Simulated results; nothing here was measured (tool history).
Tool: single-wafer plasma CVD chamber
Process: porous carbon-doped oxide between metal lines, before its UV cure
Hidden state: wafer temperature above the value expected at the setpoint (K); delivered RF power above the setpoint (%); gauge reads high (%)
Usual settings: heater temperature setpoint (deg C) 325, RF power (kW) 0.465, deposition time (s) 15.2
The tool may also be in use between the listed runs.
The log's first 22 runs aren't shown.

run	hour	heater temperature setpoint (deg C)	RF power (kW)	deposition time (s)	wafers since the last listed run	hours since the last thermocouple change	hours since the last RF generator calibration	hours since the showerhead was replaced	hours since the gauge calibration	read-back reference wafer on the same gauge, thickness_nm	mean film thickness on the monitor wafer (Å)
# hour 323.3: thermocouple changed; heater temperature recalibrated
23	323.8	331	0.465	15.2	147	0.5	18.5	38.1	226.8	70.872	653.70
24	335.6	325	0.465	15.2	185	12.3	30.3	49.9	238.6	70.901	675.28
25	351.6	325	0.465	15.2	251	28.3	46.3	65.9	254.6	70.908	673.20
26	363.0	325	0.465	15.2	179	39.7	57.7	77.3	266.0	70.906	672.88
27	376.4	325	0.465	15.2	210	53.1	71.1	90.7	279.4	70.886	670.87
28	390.0	340	0.385	15.2	213	66.7	84.7	104.3	293.0	70.882	501.52
29	401.5	325	0.465	15.2	180	78.2	96.2	115.8	304.5	70.884	671.20
30	414.6	336	0.465	18.2	205	91.3	109.3	128.9	317.6	70.908	752.86
31	426.5	319	0.465	15.2	186	103.2	121.2	140.8	329.5	70.921	691.71
32	443.1	312	0.465	17.1	260	119.8	137.8	157.4	346.1	70.891	804.59
# hour 450.1: gauge calibrated
33	454.5	325	0.425	16.1	179	131.2	149.2	168.8	4.4	70.875	639.62

5 ways to go on from here, each from the tool as it stands after run 33. What would each give?
A	454.9	325	0.465	15.2	6	131.6	149.6	169.2	4.8	?	?
B	454.9	325	0.555	17.4	6	131.6	149.6	169.2	4.8	?	?
C	454.9	312	0.435	14.3	6	131.6	149.6	169.2	4.8	?	?
D	454.9	340	0.390	14.4	6	131.6	149.6	169.2	4.8	?	?
E	454.9	325	0.400	15.2	6	131.6	149.6	169.2	4.8	?	?

run	read-back reference wafer on the same gauge, thickness_nm	mean film thickness on the monitor wafer (Å)
A	70.870	669.75
B	70.870	897.05
C	70.870	630.61
D	70.870	481.20
E	70.870	563.94
Without the tool's hidden state the same runs would have given:
run	mean film thickness on the monitor wafer (Å)
A	680.96
B	910.53
C	642.34
D	491.11
E	575.21
